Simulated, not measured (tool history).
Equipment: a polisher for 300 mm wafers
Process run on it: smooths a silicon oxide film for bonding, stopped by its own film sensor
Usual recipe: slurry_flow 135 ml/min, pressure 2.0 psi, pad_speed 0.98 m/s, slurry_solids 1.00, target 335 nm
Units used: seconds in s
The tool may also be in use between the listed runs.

run   hour  slurry_flow  pressure  pad_speed  slurry_solids  target  wafers since the last listed run  wafers polished on this pad  hours since the slurry nozzle was cleaned  hours since the head pressure was calibrated  hours since the slurry blender was calibrated  incoming thickness of the incoming film, nm  seconds
  1    0.0          135       2.0       0.98           1.00     335                                 0                          301                                       71.7                                         276.8                                           16.2                                        431.5    170.4
  2   14.3          135       2.0       0.98           1.00     335                                83                          384                                       86.0                                         291.1                                           30.5                                        423.4    156.1
  3   31.9          135       2.0       0.98           1.00     335                               102                          487                                      103.6                                         308.7                                           48.1                                        425.7    163.5
  4   40.8          135       2.0       0.98           1.00     335                                51                          539                                      112.5                                         317.6                                           57.0                                        430.9    173.0
      55.4  -- head pressure recalibrated
  5   93.4          135       2.0       0.98           1.00     335                               294                          834                                      165.1                                          38.0                                          109.6                                        423.1    167.1
  6  110.9          135       2.0       0.98           1.00     335                               101                          936                                      182.6                                          55.5                                          127.1                                        434.6    189.9
  7  126.8          135       2.0       0.98           1.00     335                                92                         1028                                      198.5                                          71.4                                          143.0                                        428.5    180.8
  8  140.4          150       2.2       0.98           1.00     335                                79                         1108                                      212.1                                          85.0                                          156.6                                        439.5    179.2
  9  150.3          150       2.2       0.98           1.00     335                                57                         1165                                      222.0                                          94.9                                          166.5                                        432.1    168.2
 10  161.9          155       2.0       0.98           1.00     335                                67                         1233                                      233.6                                         106.5                                          178.1                                        434.8    191.5
 11  169.6          155       2.0       0.98           1.00     335                                44                         1278                                      241.3                                         114.2                                          185.8                                        433.0    188.6
     178.4  -- worn pad replaced by a new one
 12  186.3          155       2.0       0.98           1.00     335                                74                           46                                      258.0                                         130.9                                          202.5                                        421.5    167.4
     198.8  -- slurry nozzle cleaned
 13  200.7          135       2.0       0.98           1.00     320                                78                          124                                        1.9                                         145.3                                          216.9                                        430.2    204.6
 14  207.9          135       2.0       0.98           1.00     320                                41                          166                                        9.1                                         152.5                                          224.1                                        428.9    204.8
     218.3  -- slurry blender recalibrated
 15  218.8          165       2.0       0.98           1.00     335                                51                          217                                       20.0                                         163.4                                            0.5                                        433.3    164.5
 16  233.0          135       2.0       0.98           1.00     335                                82                          300                                       34.2                                         177.6                                           14.7                                        425.9    160.0
 17  242.3          150       2.6       0.98           1.00     335                                54                          354                                       43.5                                         186.9                                           24.0                                        430.4    126.8
 18  258.9          135       2.0       0.98           1.00     335                                96                          451                                       60.1                                         203.5                                           40.6                                        428.0    166.2
 19  268.6           90       2.2       0.98           0.75     345                                56                          508                                       69.8                                         213.2                                           50.3                                        423.1    175.2
 20  276.4          135       2.0       0.98           1.00     335                                45                          553                                       77.6                                         221.0                                           58.1                                        435.6    184.5
 21  286.9          115       2.3       0.98           1.15     307                                61                          614                                       88.1                                         231.5                                           68.6                                        436.5    200.1
 22  304.7          135       2.0       0.98           1.25     359                               103                          718                                      105.9                                         249.3                                           86.4                                        434.3    123.6
 23  322.9          135       2.0       0.98           1.00     335                               106                          824                                      124.1                                         267.5                                          104.6                                        434.9    187.7
     325.5  -- head pressure recalibrated
 24  338.9          135       2.0       0.98           1.00     335                                81                          906                                      140.1                                          13.4                                          120.6                                        426.4    175.9
 25  353.6          100       1.6       1.18           1.00     335                                85                          991                                      154.8                                          28.1                                          135.3                                        432.0    216.7
 26  365.5          135       1.4       1.20           1.00     321                                69                         1061                                      166.7                                          40.0                                          147.2                                        428.1    245.5
 27  381.2          150       2.0       1.22           1.00     318                                91                         1152                                      182.4                                          55.7                                          162.9                                        424.5    168.7
 28  388.1          135       2.0       0.98           1.00     335                                40                         1192                                      189.3                                          62.6                                          169.8                                        429.4    182.6
     404.5  -- worn pad replaced by a new one
 29  405.0          115       2.0       1.26           1.00     352                                75                            3                                      206.2                                          79.5                                          186.7                                        426.9    128.1
 30  413.6          105       2.6       0.98           1.00     335                                50                           53                                      214.8                                          88.1                                          195.3                                        429.3    156.7

Branching from run 30: 4 alternative next runs. What would each branch give?
  A  414.1          135       2.0       0.98           1.00     335                                 2                           56                                      215.3                                          88.6                                          195.8                                        431.0        ?
  B  414.1           90       2.0       0.98           1.20     322                                 2                           56                                      215.3                                          88.6                                          195.8                                        431.0        ?
  C  414.1          105       2.0       0.98           1.20     335                                 2                           56                                      215.3                                          88.6                                          195.8                                        431.0        ?
  D  414.1          135       1.4       0.84           1.00     359                                 2                           56                                      215.3                                          88.6                                          195.8                                        431.0        ?

run  seconds
  A    193.7
  B    226.0
  C    187.7
  D    234.8
With the hidden condition removed and each run's random variation left untouched, the same runs would have given:
run  seconds
  A    164.3
  B    188.8
  C    158.7
  D    199.2
